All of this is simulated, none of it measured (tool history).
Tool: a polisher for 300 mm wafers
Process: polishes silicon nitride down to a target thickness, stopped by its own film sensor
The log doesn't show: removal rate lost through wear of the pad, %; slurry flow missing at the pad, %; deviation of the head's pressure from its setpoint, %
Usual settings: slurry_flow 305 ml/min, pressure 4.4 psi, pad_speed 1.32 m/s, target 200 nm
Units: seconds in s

run	hour	slurry_flow	pressure	pad_speed	target	wafers since the last listed run	wafers polished on this pad	hours since the slurry nozzle was cleaned	hours since the head pressure was calibrated	incoming thickness of the incoming film, nm	seconds
1	0.0	275	4.4	1.54	200	0	138	196.1	567.3	479.4	103.6
2	29.1	305	4.4	1.32	200	244	382	225.2	596.4	480.4	120.5
3	59.9	305	4.4	1.32	200	258	640	256.0	627.2	489.0	125.9
4	78.1	305	4.4	1.32	200	152	793	274.2	645.4	490.1	127.7
5	112.2	355	3.8	1.32	200	286	1080	308.3	679.5	480.7	138.6
6	137.0	355	3.8	1.32	200	208	1288	333.1	704.3	477.0	137.1
# hour 159.3: worn pad replaced by a new one
7	164.3	355	3.8	1.32	200	195	42	360.4	731.6	482.5	129.5
8	184.9	305	4.4	1.32	200	172	214	381.0	752.2	482.2	119.5
9	202.7	305	4.4	1.32	200	149	364	398.8	770.0	477.3	117.5
10	225.8	285	4.4	1.32	200	193	558	421.9	793.1	482.2	119.7
# hour 244.5: slurry nozzle cleaned
11	259.1	285	4.4	1.32	200	271	829	14.6	826.4	484.4	124.2
12	278.9	305	3.4	1.60	200	166	995	34.4	846.2	483.8	132.0
13	312.9	305	3.4	1.60	200	285	1281	68.4	880.2	481.3	132.3
14	325.1	305	3.4	1.60	200	102	1383	80.6	892.4	480.1	130.3
# hour 340.6: worn pad replaced by a new one
15	342.6	305	3.1	1.08	127	113	16	98.1	909.9	480.3	230.4
# hour 346.4: head pressure recalibrated
16	373.4	305	4.4	1.32	200	241	258	128.9	27.0	479.0	118.4
17	404.2	305	4.4	1.32	200	258	516	159.7	57.8	483.4	120.2
18	424.5	305	4.8	1.18	200	170	687	180.0	78.1	479.4	121.5
# hour 517.1: worn pad replaced by a new one
19	527.6	305	4.4	1.32	200	831	87	283.1	181.2	483.1	116.9
20	544.4	305	4.4	1.32	171	141	228	299.9	198.0	489.1	133.3
21	636.5	305	4.4	1.32	200	773	1002	392.0	290.1	479.7	122.9
22	660.4	305	4.4	1.32	200	200	1202	415.9	314.0	471.7	119.0
# hour 666.7: worn pad replaced by a new one
23	681.0	275	5.6	1.44	114	139	120	436.5	334.6	477.6	115.8
24	704.0	305	4.4	1.32	280	193	313	459.5	357.6	489.4	87.9
25	726.5	355	4.4	1.32	200	188	502	482.0	380.1	477.7	118.6
# hour 735.9: slurry nozzle cleaned
26	760.7	305	4.4	1.32	232	278	780	24.8	414.3	484.3	108.6
27	794.6	365	4.4	1.32	271	284	1065	58.7	448.2	480.7	90.2
28	810.4	380	4.9	0.86	200	132	1197	74.5	464.0	489.2	157.6

Forecast each of these 5 alternatives for the next run:
A	810.9	305	4.4	1.32	200	4	1202	75.0	464.5	478.8	?
B	810.9	305	4.4	1.32	292	4	1202	75.0	464.5	478.8	?
C	810.9	380	5.4	1.16	200	4	1202	75.0	464.5	478.8	?
D	810.9	305	4.4	1.52	271	4	1202	75.0	464.5	478.8	?
E	810.9	305	2.9	1.44	200	4	1202	75.0	464.5	478.8	?

run	seconds
A	122.3
B	81.9
C	111.2
D	81.4
E	161.9
Without the tool's hidden state the same runs would have given:
run	seconds
A	114.3
B	76.6
C	103.9
D	76.1
E	151.3

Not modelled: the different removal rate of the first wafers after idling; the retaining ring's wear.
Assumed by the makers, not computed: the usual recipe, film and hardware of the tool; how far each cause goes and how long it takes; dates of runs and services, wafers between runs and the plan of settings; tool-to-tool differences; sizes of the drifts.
